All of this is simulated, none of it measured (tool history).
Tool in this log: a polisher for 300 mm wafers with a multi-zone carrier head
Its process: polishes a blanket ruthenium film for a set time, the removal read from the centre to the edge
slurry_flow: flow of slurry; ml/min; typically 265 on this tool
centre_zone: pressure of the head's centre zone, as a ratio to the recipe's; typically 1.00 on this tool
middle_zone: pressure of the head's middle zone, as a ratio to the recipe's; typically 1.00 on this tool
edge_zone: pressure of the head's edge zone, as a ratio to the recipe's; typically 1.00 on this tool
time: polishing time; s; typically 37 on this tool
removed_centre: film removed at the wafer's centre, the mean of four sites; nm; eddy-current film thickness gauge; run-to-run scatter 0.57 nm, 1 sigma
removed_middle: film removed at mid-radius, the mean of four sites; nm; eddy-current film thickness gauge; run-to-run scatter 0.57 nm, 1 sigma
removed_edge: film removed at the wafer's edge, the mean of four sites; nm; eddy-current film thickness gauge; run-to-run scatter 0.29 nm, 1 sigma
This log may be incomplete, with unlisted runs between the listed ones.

run,hour,slurry_flow,centre_zone,middle_zone,edge_zone,time,"incoming thickness of the incoming film, nm",removed_centre,removed_middle,removed_edge
1,0.0,265,1.00,1.00,1.00,37,522.0,34.6,34.5,36.4
2,44.0,265,1.00,0.95,1.00,37,510.1,34.8,31.6,35.0
# hour 61.8: carrier head's membrane replaced by a new one
# hour 85.2: worn pad replaced by a new one
3,133.7,265,1.00,0.95,1.00,37,523.3,37.8,36.2,38.7
4,197.3,265,1.00,0.95,1.00,37,511.9,38.5,35.5,37.9
5,236.1,215,1.08,1.00,1.00,37,510.8,38.4,35.9,36.7
6,283.0,215,1.08,1.00,1.00,37,518.2,37.9,34.6,36.3
# hour 356.3: edge zone pressure recalibrated
# hour 435.7: worn pad replaced by a new one
7,482.8,205,1.00,1.00,0.91,48,525.2,47.8,46.9,46.6
8,529.4,265,1.00,1.00,1.00,37,523.1,37.0,38.7,38.7
9,557.3,265,1.00,1.00,1.00,37,525.0,36.0,37.1,38.4
10,596.3,265,1.00,1.10,0.91,42,527.8,40.8,45.2,41.1
11,653.1,265,1.00,1.00,1.00,37,515.8,36.2,35.8,36.9
# hour 692.9: centre zone pressure recalibrated
12,704.2,265,1.00,1.00,1.00,37,514.7,34.7,34.7,36.3
# hour 712.1: slurry nozzle cleaned
13,751.4,265,0.94,1.00,1.00,29,511.9,25.0,26.5,27.2
14,786.8,265,0.95,1.00,1.05,37,509.5,31.6,32.5,34.5
# hour 804.4: worn pad replaced by a new one
15,842.2,265,1.00,1.00,1.00,29,521.3,29.7,30.3,30.5
16,885.0,330,1.03,0.90,0.88,37,529.8,39.4,36.2,37.7
17,938.3,180,1.09,0.94,1.00,37,508.3,38.5,33.9,36.8
# hour 976.5: edge zone pressure recalibrated
18,1005.7,205,1.00,1.00,1.00,30,518.1,28.9,28.5,29.9
19,1042.3,265,0.94,1.00,0.89,37,522.7,33.4,36.2,34.8

What does the tool deliver on the next run?
20,1103.7,205,1.00,1.00,1.00,30,524.1,?,?,?

{"run 20": {"removed_centre": 26.8, "removed_middle": 27.7, "removed_edge": 27.7}}
Without the tool's hidden state the same run would have given removed_centre 29.7 nm, removed_middle 30.8 nm, removed_edge 30.7 nm.
